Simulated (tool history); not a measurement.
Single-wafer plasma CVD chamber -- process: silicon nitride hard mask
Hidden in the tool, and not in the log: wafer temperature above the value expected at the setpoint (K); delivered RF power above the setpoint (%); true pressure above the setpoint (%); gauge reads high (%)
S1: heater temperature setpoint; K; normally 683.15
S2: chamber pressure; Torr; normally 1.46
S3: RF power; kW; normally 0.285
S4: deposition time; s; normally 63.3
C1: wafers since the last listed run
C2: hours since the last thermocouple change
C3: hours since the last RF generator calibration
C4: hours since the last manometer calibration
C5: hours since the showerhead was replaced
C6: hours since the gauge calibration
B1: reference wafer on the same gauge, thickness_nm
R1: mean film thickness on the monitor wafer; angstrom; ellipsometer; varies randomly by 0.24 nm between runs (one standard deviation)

run 1 hour=0.0 | S1=683.15 S2=1.46 S3=0.285 S4=63.3 | C1=0 C2=1242.5 C3=1549.8 C4=701.1 C5=7265.6 C6=1139.1 | B1=80.813 | R1=656.68
run 2 hour=103.6 | S1=683.15 S2=1.46 S3=0.285 S4=63.3 | C1=2410 C2=1346.1 C3=1653.4 C4=804.7 C5=7369.2 C6=1242.7 | B1=80.836 | R1=659.56
run 3 hour=414.7 | S1=683.15 S2=1.46 S3=0.285 S4=63.3 | C1=7238 C2=1657.2 C3=1964.5 C4=1115.8 C5=7680.3 C6=1553.8 | B1=80.733 | R1=664.24
run 4 hour=518.5 | S1=683.15 S2=1.46 S3=0.285 S4=63.3 | C1=2414 C2=1761.0 C3=2068.3 C4=1219.6 C5=7784.1 C6=1657.6 | B1=80.738 | R1=655.61
run 5 hour=593.1 | S1=678.15 S2=1.46 S3=0.285 S4=60.4 | C1=1735 C2=1835.6 C3=2142.9 C4=1294.2 C5=7858.7 C6=1732.2 | B1=80.814 | R1=629.89
run 6 hour=644.7 | S1=678.15 S2=1.46 S3=0.285 S4=60.4 | C1=1200 C2=1887.2 C3=2194.5 C4=1345.8 C5=7910.3 C6=1783.8 | B1=80.801 | R1=634.00
-- hour=666.2 thermocouple changed; heater temperature recalibrated
-- hour=710.6 RF generator calibrated
run 7 hour=740.6 | S1=678.15 S2=1.46 S3=0.285 S4=60.4 | C1=1858 C2=74.4 C3=30.0 C4=1441.7 C5=8006.2 C6=1879.7 | B1=80.846 | R1=652.97
run 8 hour=818.7 | S1=683.15 S2=1.46 S3=0.285 S4=63.3 | C1=1817 C2=152.5 C3=108.1 C4=1519.8 C5=8084.3 C6=1957.8 | B1=80.809 | R1=677.48
-- hour=840.2 gauge calibrated
run 9 hour=859.8 | S1=683.15 S2=1.46 S3=0.285 S4=63.3 | C1=956 C2=193.6 C3=149.2 C4=1560.9 C5=8125.4 C6=19.6 | B1=80.835 | R1=677.36
run 10 hour=911.8 | S1=683.15 S2=1.46 S3=0.285 S4=63.3 | C1=1209 C2=245.6 C3=201.2 C4=1612.9 C5=8177.4 C6=71.6 | B1=80.731 | R1=681.56
-- hour=966.0 capacitance manometer re-zeroed and calibrated
run 11 hour=1001.9 | S1=683.15 S2=1.46 S3=0.285 S4=57.1 | C1=1910 C2=335.7 C3=291.3 C4=35.9 C5=8267.5 C6=161.7 | B1=80.833 | R1=599.54
-- hour=1076.2 showerhead replaced
run 12 hour=1098.5 | S1=683.15 S2=1.46 S3=0.285 S4=63.3 | C1=2061 C2=432.3 C3=387.9 C4=132.5 C5=22.3 C6=258.3 | B1=80.769 | R1=662.66
run 13 hour=1195.1 | S1=671.15 S2=1.63 S3=0.285 S4=63.3 | C1=2247 C2=528.9 C3=484.5 C4=229.1 C5=118.9 C6=354.9 | B1=80.848 | R1=684.69
run 14 hour=1246.4 | S1=691.15 S2=1.33 S3=0.240 S4=63.3 | C1=1193 C2=580.2 C3=535.8 C4=280.4 C5=170.2 C6=406.2 | B1=80.865 | R1=593.21
run 15 hour=1347.2 | S1=689.15 S2=1.20 S3=0.285 S4=63.3 | C1=2345 C2=681.0 C3=636.6 C4=381.2 C5=271.0 C6=507.0 | B1=80.794 | R1=630.94
run 16 hour=1440.2 | S1=683.15 S2=1.46 S3=0.285 S4=63.3 | C1=2163 C2=774.0 C3=729.6 C4=474.2 C5=364.0 C6=600.0 | B1=80.808 | R1=659.43
run 17 hour=1547.8 | S1=683.15 S2=1.66 S3=0.285 S4=63.3 | C1=2503 C2=881.6 C3=837.2 C4=581.8 C5=471.6 C6=707.6 | B1=80.690 | R1=678.54
run 18 hour=1598.1 | S1=683.15 S2=1.46 S3=0.285 S4=63.3 | C1=1170 C2=931.9 C3=887.5 C4=632.1 C5=521.9 C6=757.9 | B1=80.712 | R1=661.96
run 19 hour=1651.5 | S1=683.15 S2=1.46 S3=0.285 S4=63.3 | C1=1242 C2=985.3 C3=940.9 C4=685.5 C5=575.3 C6=811.3 | B1=80.804 | R1=658.34
run 20 hour=1724.0 | S1=677.15 S2=1.67 S3=0.270 S4=63.3 | C1=1686 C2=1057.8 C3=1013.4 C4=758.0 C5=647.8 C6=883.8 | B1=80.740 | R1=663.39
run 21 hour=1771.9 | S1=683.15 S2=1.46 S3=0.285 S4=71.3 | C1=1114 C2=1105.7 C3=1061.3 C4=805.9 C5=695.7 C6=931.7 | B1=80.904 | R1=742.41
run 22 hour=1813.6 | S1=683.15 S2=1.46 S3=0.335 S4=63.3 | C1=970 C2=1147.4 C3=1103.0 C4=847.6 C5=737.4 C6=973.4 | B1=80.821 | R1=714.00
run 23 hour=1874.3 | S1=672.15 S2=1.65 S3=0.265 S4=67.4 | C1=1412 C2=1208.1 C3=1163.7 C4=908.3 C5=798.1 C6=1034.1 | B1=80.755 | R1=697.43
run 24 hour=1913.3 | S1=683.15 S2=1.71 S3=0.340 S4=53.8 | C1=907 C2=1247.1 C3=1202.7 C4=947.3 C5=837.1 C6=1073.1 | B1=80.806 | R1=633.63
run 25 hour=1996.0 | S1=688.15 S2=1.46 S3=0.285 S4=63.3 | C1=1924 C2=1329.8 C3=1285.4 C4=1030.0 C5=919.8 C6=1155.8 | B1=80.825 | R1=656.25
run 26 hour=2172.8 | S1=683.15 S2=1.27 S3=0.285 S4=63.3 | C1=4113 C2=1506.6 C3=1462.2 C4=1206.8 C5=1096.6 C6=1332.6 | B1=80.787 | R1=637.27

Predict each of these 4 candidate next runs independently; none follows another, all start after run 26:
run A hour=2173.2 | S1=683.15 S2=1.46 S3=0.285 S4=63.3 | C1=9 C2=1507.0 C3=1462.6 C4=1207.2 C5=1097.0 C6=1333.0 | B1=? | R1=?
run B hour=2173.2 | S1=683.15 S2=1.27 S3=0.260 S4=52.3 | C1=9 C2=1507.0 C3=1462.6 C4=1207.2 C5=1097.0 C6=1333.0 | B1=? | R1=?
run C hour=2173.2 | S1=687.15 S2=1.23 S3=0.285 S4=69.6 | C1=9 C2=1507.0 C3=1462.6 C4=1207.2 C5=1097.0 C6=1333.0 | B1=? | R1=?
run D hour=2173.2 | S1=670.15 S2=1.57 S3=0.240 S4=56.5 | C1=9 C2=1507.0 C3=1462.6 C4=1207.2 C5=1097.0 C6=1333.0 | B1=? | R1=?

run=A B1=80.924 R1=654.98
run=B B1=80.924 R1=501.09
run=C B1=80.924 R1=690.84
run=D B1=80.924 R1=549.89
What these runs would have given with no unlogged condition in the tool:
run=A R1=673.88
run=B R1=515.85
run=C R1=710.34
run=D R1=566.56

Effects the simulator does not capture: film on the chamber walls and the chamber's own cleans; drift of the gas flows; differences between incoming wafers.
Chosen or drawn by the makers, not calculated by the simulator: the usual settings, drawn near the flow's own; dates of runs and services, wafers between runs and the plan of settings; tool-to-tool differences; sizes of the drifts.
